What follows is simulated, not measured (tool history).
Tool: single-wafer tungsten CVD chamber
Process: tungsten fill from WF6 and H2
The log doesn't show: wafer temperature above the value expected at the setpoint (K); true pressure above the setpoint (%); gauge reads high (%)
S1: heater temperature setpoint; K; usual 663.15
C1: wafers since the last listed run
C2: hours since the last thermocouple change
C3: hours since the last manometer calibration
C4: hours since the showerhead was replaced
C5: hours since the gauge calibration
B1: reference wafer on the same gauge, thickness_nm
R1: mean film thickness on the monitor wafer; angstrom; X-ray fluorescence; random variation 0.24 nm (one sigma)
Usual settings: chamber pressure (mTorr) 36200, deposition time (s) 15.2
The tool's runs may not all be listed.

run 1 hour=0.0 | S1=663.15 chamber_pressure_(mTorr)=30600 deposition_time_(s)=13.5 | C1=0 C2=1152.0 C3=154.3 C4=6800.4 C5=192.8 | B1=37.756 | R1=340.34
run 2 hour=66.6 | S1=663.15 chamber_pressure_(mTorr)=36200 deposition_time_(s)=15.2 | C1=2105 C2=1218.6 C3=220.9 C4=6867.0 C5=259.4 | B1=37.713 | R1=413.74
run 3 hour=117.2 | S1=663.15 chamber_pressure_(mTorr)=36200 deposition_time_(s)=15.2 | C1=1599 C2=1269.2 C3=271.5 C4=6917.6 C5=310.0 | B1=37.726 | R1=416.89
run 4 hour=159.1 | S1=663.15 chamber_pressure_(mTorr)=36200 deposition_time_(s)=15.2 | C1=1324 C2=1311.1 C3=313.4 C4=6959.5 C5=351.9 | B1=37.672 | R1=415.46
run 5 hour=205.0 | S1=663.15 chamber_pressure_(mTorr)=36200 deposition_time_(s)=15.2 | C1=1451 C2=1357.0 C3=359.3 C4=7005.4 C5=397.8 | B1=37.714 | R1=414.24
run 6 hour=230.8 | S1=663.15 chamber_pressure_(mTorr)=36200 deposition_time_(s)=15.2 | C1=815 C2=1382.8 C3=385.1 C4=7031.2 C5=423.6 | B1=37.679 | R1=412.56
run 7 hour=264.1 | S1=663.15 chamber_pressure_(mTorr)=36200 deposition_time_(s)=15.2 | C1=1052 C2=1416.1 C3=418.4 C4=7064.5 C5=456.9 | B1=37.658 | R1=414.45
run 8 hour=331.8 | S1=663.15 chamber_pressure_(mTorr)=36200 deposition_time_(s)=15.2 | C1=2140 C2=1483.8 C3=486.1 C4=7132.2 C5=524.6 | B1=37.651 | R1=413.51
run 9 hour=384.3 | S1=663.15 chamber_pressure_(mTorr)=36200 deposition_time_(s)=15.2 | C1=1659 C2=1536.3 C3=538.6 C4=7184.7 C5=577.1 | B1=37.673 | R1=411.64
run 10 hour=424.4 | S1=663.15 chamber_pressure_(mTorr)=36200 deposition_time_(s)=15.2 | C1=1267 C2=1576.4 C3=578.7 C4=7224.8 C5=617.2 | B1=37.689 | R1=413.76
run 11 hour=482.2 | S1=663.15 chamber_pressure_(mTorr)=36200 deposition_time_(s)=15.2 | C1=1827 C2=1634.2 C3=636.5 C4=7282.6 C5=675.0 | B1=37.753 | R1=409.91
run 12 hour=524.9 | S1=669.15 chamber_pressure_(mTorr)=36200 deposition_time_(s)=15.2 | C1=1349 C2=1676.9 C3=679.2 C4=7325.3 C5=717.7 | B1=37.701 | R1=455.41
-- hour=545.4 thermocouple changed; heater temperature recalibrated
run 13 hour=593.9 | S1=669.15 chamber_pressure_(mTorr)=36200 deposition_time_(s)=15.2 | C1=1928 C2=48.5 C3=748.2 C4=7394.3 C5=786.7 | B1=37.688 | R1=454.76
run 14 hour=652.5 | S1=663.15 chamber_pressure_(mTorr)=36200 deposition_time_(s)=17.0 | C1=1852 C2=107.1 C3=806.8 C4=7452.9 C5=845.3 | B1=37.574 | R1=454.53
-- hour=652.9 gauge calibrated
run 15 hour=724.4 | S1=663.15 chamber_pressure_(mTorr)=36200 deposition_time_(s)=12.5 | C1=2272 C2=179.0 C3=878.7 C4=7524.8 C5=71.5 | B1=37.671 | R1=327.92
run 16 hour=753.7 | S1=650.15 chamber_pressure_(mTorr)=36200 deposition_time_(s)=15.2 | C1=926 C2=208.3 C3=908.0 C4=7554.1 C5=100.8 | B1=37.667 | R1=323.07
run 17 hour=789.0 | S1=649.15 chamber_pressure_(mTorr)=43200 deposition_time_(s)=14.0 | C1=1115 C2=243.6 C3=943.3 C4=7589.4 C5=136.1 | B1=37.733 | R1=316.02
-- hour=808.2 capacitance manometer re-zeroed and calibrated
run 18 hour=823.1 | S1=678.15 chamber_pressure_(mTorr)=36200 deposition_time_(s)=17.7 | C1=825 C2=277.7 C3=14.9 C4=7623.5 C5=170.2 | B1=37.694 | R1=627.33
-- hour=842.1 showerhead replaced
run 19 hour=857.2 | S1=655.15 chamber_pressure_(mTorr)=31400 deposition_time_(s)=13.4 | C1=825 C2=311.8 C3=49.0 C4=15.1 C5=204.3 | B1=37.682 | R1=302.69
run 20 hour=920.7 | S1=672.15 chamber_pressure_(mTorr)=32300 deposition_time_(s)=13.1 | C1=2007 C2=375.3 C3=112.5 C4=78.6 C5=267.8 | B1=37.743 | R1=396.73
run 21 hour=972.5 | S1=669.15 chamber_pressure_(mTorr)=44700 deposition_time_(s)=16.3 | C1=1637 C2=427.1 C3=164.3 C4=130.4 C5=319.6 | B1=37.598 | R1=548.03

The next listed run, before its measurement:
run 22 hour=1028.2 | S1=648.15 chamber_pressure_(mTorr)=42600 deposition_time_(s)=13.2 | C1=1760 C2=482.8 C3=220.0 C4=186.1 C5=375.3 | B1=? | R1=?

Run 22 gave B1 37.749, R1 304.36 angstrom.
Without the tool's hidden state the same run would have given R1 303.85 angstrom.
